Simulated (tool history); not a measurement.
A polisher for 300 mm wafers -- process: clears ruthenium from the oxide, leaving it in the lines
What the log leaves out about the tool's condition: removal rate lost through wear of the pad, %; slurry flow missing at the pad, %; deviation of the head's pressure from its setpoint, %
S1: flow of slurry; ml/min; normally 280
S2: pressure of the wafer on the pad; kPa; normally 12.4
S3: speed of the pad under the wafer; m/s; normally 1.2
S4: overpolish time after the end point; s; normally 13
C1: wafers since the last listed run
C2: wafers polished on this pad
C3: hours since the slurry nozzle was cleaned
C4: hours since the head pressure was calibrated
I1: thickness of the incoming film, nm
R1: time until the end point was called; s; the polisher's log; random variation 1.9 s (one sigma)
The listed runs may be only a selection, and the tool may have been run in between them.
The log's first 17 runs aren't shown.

Run 18, hour 202.6: usual settings but S1 245 ml/min, S3 1.38 m/s; C1 117; C2 1199; C3 512.6; C4 214.1; I1 189.6. Result: R1 133.3 s.
Run 19, hour 211.8: usual settings but S3 0.86 m/s, S4 16 s; C1 69; C2 1269; C3 521.8; C4 223.3; I1 186.5. Result: R1 209.9 s.
At hour 216.4: worn pad replaced by a new one.
At hour 218.5: slurry nozzle cleaned.
Run 20, hour 221.1: usual settings; C1 32; C2 28; C3 2.6; C4 232.6; I1 188.7. Result: R1 140.7 s.
Run 21, hour 229.9: usual settings but S1 330 ml/min, S2 9 kPa, S4 20 s; C1 66; C2 94; C3 11.4; C4 241.4; I1 191.2. Result: R1 193.9 s.
Run 22, hour 240: usual settings but S2 16.5 kPa; C1 76; C2 171; C3 21.5; C4 251.5; I1 190.3. Result: R1 106.9 s.
Run 23, hour 247.8: usual settings but S1 235 ml/min, S2 13.8 kPa; C1 59; C2 230; C3 29.3; C4 259.3; I1 189.2. Result: R1 127.1 s.
Run 24, hour 254.7: usual settings but S1 225 ml/min, S3 0.82 m/s; C1 52; C2 282; C3 36.2; C4 266.2; I1 194.2. Result: R1 220.8 s.
Run 25, hour 262.2: usual settings but S1 335 ml/min, S2 16.5 kPa, S3 1.36 m/s; C1 56; C2 339; C3 43.7; C4 273.7; I1 189.6. Result: R1 93.3 s.
Run 26, hour 268.8: usual settings; C1 49; C2 389; C3 50.3; C4 280.3; I1 189.8. Result: R1 143.1 s.
Run 27, hour 276.5: usual settings but S3 1.52 m/s; C1 58; C2 447; C3 58; C4 288; I1 190. Result: R1 114.1 s.
Run 28, hour 288.6: usual settings but S1 185 ml/min, S3 1 m/s; C1 91; C2 539; C3 70.1; C4 300.1; I1 187.9. Result: R1 173.1 s.
Run 29, hour 300.1: usual settings but S2 10.3 kPa, S3 1.08 m/s, S4 9 s; C1 87; C2 626; C3 81.6; C4 311.6; I1 189.5. Result: R1 195 s.
Run 30, hour 310.2: usual settings but S2 15.9 kPa, S3 1.48 m/s; C1 76; C2 703; C3 91.7; C4 321.7; I1 189.1. Result: R1 91.3 s.
Run 31, hour 320.7: usual settings; C1 79; C2 782; C3 102.2; C4 332.2; I1 189.7. Result: R1 146.5 s.
Run 32, hour 333.8: usual settings; C1 99; C2 881; C3 115.3; C4 345.3; I1 192.8. Result: R1 146.3 s.
Run 33, hour 346.7: usual settings but S1 195 ml/min; C1 97; C2 979; C3 128.2; C4 358.2; I1 192.7. Result: R1 153.2 s.
Run 34, hour 364.1: usual settings; C1 131; C2 1111; C3 145.6; C4 375.6; I1 192.6. Result: R1 152.3 s.
Run 35, hour 377.3: usual settings but S1 205 ml/min, S3 1.44 m/s, S4 21 s; C1 99; C2 1211; C3 158.8; C4 388.8; I1 190.4. Result: R1 126.5 s.
At hour 384.2: worn pad replaced by a new one.
Run 36, hour 390.1: usual settings; C1 66; C2 44; C3 171.6; C4 401.6; I1 188. Result: R1 143.4 s.

Predict the results of run 37:
Run 37, hour 406.6: usual settings; C1 124; C2 169; C3 188.1; C4 418.1; I1 190.1. Result: R1 ?.

{"run 37": {"R1": 139.4}}
Had the tool carried no hidden state, the very same run would have given R1 138.7 s.
